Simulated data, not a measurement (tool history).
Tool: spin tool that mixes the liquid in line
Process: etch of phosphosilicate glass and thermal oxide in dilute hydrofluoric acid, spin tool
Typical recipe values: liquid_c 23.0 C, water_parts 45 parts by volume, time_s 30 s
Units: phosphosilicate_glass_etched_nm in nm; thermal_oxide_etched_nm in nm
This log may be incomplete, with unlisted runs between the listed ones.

run	day	liquid_c	water_parts	time_s	read-back film thickness of the phosphosilicate glass reference wafer, read on the same gauge (nm)	read-back film thickness of the thermal oxide reference wafer, read on the same gauge (nm)	phosphosilicate_glass_etched_nm	thermal_oxide_etched_nm
1	0.000	26.0	45	30	150.02	30.020	46.82	4.108
2	0.662	26.0	45	30	149.98	30.039	46.99	4.043
3	0.967	23.0	45	30	150.06	30.003	41.24	3.632
4	1.671	23.0	45	25	149.99	30.011	34.49	2.964
5	2.308	23.0	45	30	149.99	29.976	41.44	3.533
6	3.004	24.5	50	35	150.02	29.990	46.70	3.904
7	3.521	23.0	45	30	150.04	29.999	41.45	3.528
8	3.962	26.5	60	45	150.01	29.966	53.34	4.464
9	4.538	26.0	25	45	150.04	30.033	131.77	11.337
10	5.096	23.0	45	30	150.01	29.982	41.75	3.505
11	5.654	20.5	40	30	150.01	29.977	42.24	3.741
12	6.050	25.0	30	40	149.96	29.996	92.71	7.878
13	6.646	21.5	60	45	150.00	30.009	43.34	3.710
14	6.962	23.0	65	50	150.02	29.968	47.05	4.003
15	7.371	20.0	45	30	150.04	29.995	36.93	3.176
# day 7.500: gauge calibrated
16	8.050	27.5	65	50	150.03	29.974	56.28	4.740
17	8.583	23.0	45	30	149.96	30.016	41.80	3.560
18	9.262	19.5	45	50	150.03	30.069	60.10	5.156
19	9.638	20.5	40	20	149.99	29.970	28.48	2.465
20	10.354	27.5	25	45	149.99	30.008	140.90	12.343
21	10.638	18.5	65	40	149.96	29.990	31.35	2.701
22	11.292	26.0	45	45	150.00	29.969	71.78	6.010
23	13.121	23.0	30	35	150.01	30.021	75.14	6.410
24	13.642	27.5	30	25	149.99	29.975	65.03	5.605
25	14.229	23.0	45	30	150.00	29.978	41.97	3.619
26	14.779	18.5	55	30	150.04	29.975	27.98	2.462

Below are 4 alternative next runs, each starting from the tool's condition after run 26. Predict each:
A	14.796	23.0	45	15	?	?	?	?
B	14.796	26.0	25	40	?	?	?	?
C	14.796	23.0	35	30	?	?	?	?
D	14.796	18.0	45	40	?	?	?	?

run	read-back film thickness of the phosphosilicate glass reference wafer, read on the same gauge (nm)	read-back film thickness of the thermal oxide reference wafer, read on the same gauge (nm)	phosphosilicate_glass_etched_nm	thermal_oxide_etched_nm
A	149.97	29.995	21.17	1.798
B	149.97	29.995	118.29	10.042
C	149.97	29.995	55.18	4.684
D	149.97	29.995	45.71	3.880
Without the tool's unlogged condition, the same runs would have read:
run	phosphosilicate_glass_etched_nm	thermal_oxide_etched_nm
A	20.67	1.755
B	115.48	9.804
C	53.85	4.572
D	44.58	3.784

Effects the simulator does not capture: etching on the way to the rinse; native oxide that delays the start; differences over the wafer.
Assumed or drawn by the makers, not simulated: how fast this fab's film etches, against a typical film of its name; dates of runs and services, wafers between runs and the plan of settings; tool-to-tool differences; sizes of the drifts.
